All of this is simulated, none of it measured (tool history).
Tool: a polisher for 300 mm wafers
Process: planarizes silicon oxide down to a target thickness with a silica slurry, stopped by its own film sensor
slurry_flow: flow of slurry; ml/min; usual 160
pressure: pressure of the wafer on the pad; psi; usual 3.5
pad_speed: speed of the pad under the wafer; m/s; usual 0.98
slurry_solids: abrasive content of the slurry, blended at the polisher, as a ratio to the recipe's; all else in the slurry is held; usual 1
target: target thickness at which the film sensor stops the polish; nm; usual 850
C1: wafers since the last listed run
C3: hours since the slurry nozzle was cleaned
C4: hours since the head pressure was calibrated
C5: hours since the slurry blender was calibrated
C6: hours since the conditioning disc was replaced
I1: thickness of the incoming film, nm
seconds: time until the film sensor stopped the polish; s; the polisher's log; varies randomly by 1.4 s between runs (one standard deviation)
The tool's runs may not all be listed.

Run 1, hour 0: usual settings but slurry_solids 0.8; C1 0; wafers polished on this pad 316; C3 135.5; C4 508; C5 233.3; C6 61.3; I1 1104.3. Result: seconds 110.1 s.
Run 2, hour 30.1: usual settings; C1 254; wafers polished on this pad 570; C3 165.6; C4 538.1; C5 263.4; C6 91.4; I1 1094. Result: seconds 99.6 s.
Run 3, hour 81.1: usual settings; C1 431; wafers polished on this pad 1002; C3 216.6; C4 589.1; C5 314.4; C6 142.4; I1 1090.5. Result: seconds 97.4 s.
Run 4, hour 127.1: usual settings; C1 389; wafers polished on this pad 1392; C3 262.6; C4 635.1; C5 360.4; C6 188.4; I1 1090.8. Result: seconds 101.8 s.
At hour 131: slurry blender recalibrated.
At hour 160.3: slurry nozzle cleaned.
Run 5, hour 191.5: usual settings but pad_speed 1.12 m/s, slurry_solids 1.15; C1 519; wafers polished on this pad 1911; C3 31.2; C4 699.5; C5 60.5; C6 252.8; I1 1104.3. Result: seconds 82.1 s.
At hour 214.6: worn pad replaced by a new one.
Run 6, hour 240.6: usual settings but pad_speed 1.12 m/s, slurry_solids 1.15; C1 381; wafers polished on this pad 220; C3 80.3; C4 748.6; C5 109.6; C6 301.9; I1 1090.7. Result: seconds 79 s.
At hour 244.9: conditioning disc replaced and pad reconditioned.
Run 7, hour 302.1: usual settings but pad_speed 1.12 m/s, slurry_solids 1.15; C1 503; wafers polished on this pad 723; C3 141.8; C4 810.1; C5 171.1; C6 57.2; I1 1098.3. Result: seconds 84.8 s.
Run 8, hour 370.8: usual settings; C1 581; wafers polished on this pad 1305; C3 210.5; C4 878.8; C5 239.8; C6 125.9; I1 1090.5. Result: seconds 94.9 s.
Run 9, hour 421.6: usual settings; C1 430; wafers polished on this pad 1735; C3 261.3; C4 929.6; C5 290.6; C6 176.7; I1 1086.2. Result: seconds 96 s.
Run 10, hour 457.8: usual settings; C1 306; wafers polished on this pad 2042; C3 297.5; C4 965.8; C5 326.8; C6 212.9; I1 1111.7. Result: seconds 108 s.
At hour 469: worn pad replaced by a new one.
At hour 518.3: slurry blender recalibrated.
Run 11, hour 526.1: usual settings but pad_speed 1.1 m/s, target 826 nm; C1 527; wafers polished on this pad 466; C3 365.8; C4 1034.1; C5 7.8; C6 281.2; I1 1098. Result: seconds 95.5 s.
At hour 539.9: slurry nozzle cleaned.
Run 12, hour 581.2: usual settings but pressure 2.6 psi, pad_speed 1.16 m/s; C1 458; wafers polished on this pad 924; C3 41.3; C4 1089.2; C5 62.9; C6 336.3; I1 1097.8. Result: seconds 113.6 s.
Run 13, hour 621.7: usual settings; C1 342; wafers polished on this pad 1267; C3 81.8; C4 1129.7; C5 103.4; C6 376.8; I1 1107.5. Result: seconds 100.6 s.

Run 14 has not been measured yet. What should we expect?
At hour 628.6: conditioning disc replaced and pad reconditioned.
Run 14, hour 660.6: usual settings but target 799 nm; C1 312; wafers polished on this pad 1580; C3 120.7; C4 1168.6; C5 142.3; C6 32; I1 1103.8. Result: seconds ?.

seconds: 122 s
If the tool had no hidden condition, the same run with the same run-to-run variation would have returned seconds 113.4 s.

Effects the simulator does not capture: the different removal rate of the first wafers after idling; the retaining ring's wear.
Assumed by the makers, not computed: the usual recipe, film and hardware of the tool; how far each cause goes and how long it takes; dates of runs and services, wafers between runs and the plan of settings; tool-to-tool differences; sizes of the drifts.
